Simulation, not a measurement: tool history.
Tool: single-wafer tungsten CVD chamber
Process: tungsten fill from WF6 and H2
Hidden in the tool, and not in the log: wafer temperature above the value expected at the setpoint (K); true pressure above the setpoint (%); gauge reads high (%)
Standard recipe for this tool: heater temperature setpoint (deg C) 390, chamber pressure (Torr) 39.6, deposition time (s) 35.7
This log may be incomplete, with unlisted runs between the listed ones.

run,hour,heater temperature setpoint (deg C),chamber pressure (Torr),deposition time (s),wafers since the last listed run,hours since the last thermocouple change,hours since the last manometer calibration,hours since the showerhead was replaced,hours since the gauge calibration,"read-back reference wafer on the same gauge, thickness_nm",mean film thickness on the monitor wafer (angstrom)
1,0,390,36.9,35.7,0,890.5,1105.9,5471.5,320.2,97.266,903.6
2,20.2,390,39.6,35.7,268,910.7,1126.1,5491.7,340.4,97.229,946.06
3,41.9,390,39.6,35.7,288,932.4,1147.8,5513.4,362.1,97.172,939.14
4,70.7,390,46.1,35.7,383,961.2,1176.6,5542.2,390.9,97.231,1027.17
5,86.2,390,46.1,35.7,206,976.7,1192.1,5557.7,406.4,97.193,1024.81
6,102.6,390,46.1,35.7,218,993.1,1208.5,5574.1,422.8,97.257,1022.88
7,128.3,390,35.4,35.7,342,1018.8,1234.2,5599.8,448.5,97.307,872.59
8,156.1,390,35.4,35.7,369,1046.6,1262,5627.6,476.3,97.283,872.97
9,173.4,390,39.6,35.7,230,1063.9,1279.3,5644.9,493.6,97.25,938.19
# hour 194.5: thermocouple changed; heater temperature recalibrated
# hour 225.9: showerhead replaced, of another model than before
10,226.4,390,43.5,35.7,492,31.9,1332.3,0.5,546.6,97.305,1058.42
# hour 229.5: gauge calibrated
11,243.5,376,47.2,35.7,227,49,1349.4,17.6,14,97.259,853.47
# hour 255.6: capacitance manometer re-zeroed and calibrated
12,277.6,390,46.1,35.7,347,83.1,22,51.7,48.1,97.283,1110.49
13,290.3,390,39.6,35.7,169,95.8,34.7,64.4,60.8,97.27,972.17
14,317.3,390,42.3,35.7,359,122.8,61.7,91.4,87.8,97.27,1028.56
15,337.3,379,47.8,30.5,266,142.8,81.7,111.4,107.8,97.362,778
16,353.7,401,33.8,42.4,218,159.2,98.1,127.8,124.2,97.337,1195.27
17,380.8,390,42.8,35.7,360,186.3,125.2,154.9,151.3,97.282,1042.37
18,452,397,32.5,32.7,947,257.5,196.4,226.1,222.5,97.233,812.62
19,471.6,400,39.6,33.9,260,277.1,216,245.7,242.1,97.369,1107.25

Some steps in mean film thickness on the monitor wafer (angstrom) between neighbouring runs. How much of each would the tool show without its hidden state too (settings, what came in, random variation), and how much is left for the hidden state, with any gauge scatter that isn't in both results?
Run 9 -> 10: chamber pressure (Torr) 39.6 -> 43.5, thermocouple changed; heater temperature recalibrated, showerhead replaced, of another model than before. mean film thickness on the monitor wafer (angstrom) +120.23: hidden state +38.74, all else +81.49.
Run 15 -> 16: heater temperature setpoint (deg C) 379 -> 401, chamber pressure (Torr) 47.8 -> 33.8, deposition time (s) 30.5 -> 42.4. mean film thickness on the monitor wafer (angstrom) +417.27: hidden state -2.67, all else +419.94.
